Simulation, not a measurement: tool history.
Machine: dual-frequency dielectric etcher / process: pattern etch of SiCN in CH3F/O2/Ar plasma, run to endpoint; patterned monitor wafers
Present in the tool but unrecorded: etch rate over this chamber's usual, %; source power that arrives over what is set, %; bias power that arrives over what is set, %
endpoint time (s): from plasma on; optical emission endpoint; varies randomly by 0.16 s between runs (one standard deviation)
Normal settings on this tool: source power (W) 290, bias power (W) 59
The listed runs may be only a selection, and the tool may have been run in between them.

run	hour	source power (W)	bias power (W)	wafers since the last listed run	hours since the last wet clean	hours since the last source power generator calibration	hours since the last bias power generator calibration	hours since the last upper electrode change	incoming incoming film thickness, nm	endpoint time (s)
1	0	290	59	0	294.4	2226	2515.9	4491.4	10.82	33.2
2	13.8	290	59	251	308.2	2239.8	2529.7	4505.2	10.72	33
3	22.7	290	59	162	317.1	2248.7	2538.6	4514.1	10.97	34.2
4	33.2	290	59	191	327.6	2259.2	2549.1	4524.6	10.86	33.3
5	40.6	290	59	135	335	2266.6	2556.5	4532	10.91	33.8
6	54.1	290	59	246	348.5	2280.1	2570	4545.5	10.99	34.1
7	62.5	290	51	153	356.9	2288.5	2578.4	4553.9	10.85	35.4
8	70.1	290	51	138	364.5	2296.1	2586	4561.5	10.8	35
9	81.6	290	51	209	376	2307.6	2597.5	4573	10.74	34.8
# hour 91.1: source power generator calibrated
# hour 109.4: bias power generator calibrated
# hour 115.1: upper electrode replaced
# hour 120.2: wet clean of the chamber
10	120.7	250	59	371	0.5	29.6	11.3	5.6	10.9	34.7
11	121	360	65	5	0.8	29.9	11.6	5.9	10.98	28.5
12	121.3	250	59	5	1.1	30.2	11.9	6.2	10.86	34.4
13	128.1	340	59	124	7.9	37	18.7	13	11.02	30.1
14	158.8	320	67	560	38.6	67.7	49.4	43.7	10.82	29.7
15	173.8	250	55	273	53.6	82.7	64.4	58.7	10.88	35.7
16	188.3	320	48	264	68.1	97.2	78.9	73.2	10.82	32.4

Below, some changes in endpoint time (s) between adjacent runs. For each, the amount present without the hidden state too (settings, incoming material, random variation) and the amount remaining for the hidden state with gauge scatter not shared by both compared results:
Run 9 -> 10: source power (W) 290 -> 250, bias power (W) 51 -> 59, source power generator calibrated, bias power generator calibrated, upper electrode replaced, wet clean of the chamber. endpoint time (s) -0.1: hidden state -1.9, all else +1.8.
Run 10 -> 11: source power (W) 250 -> 360, bias power (W) 59 -> 65. endpoint time (s) -6.2: hidden state +0, all else -6.2.
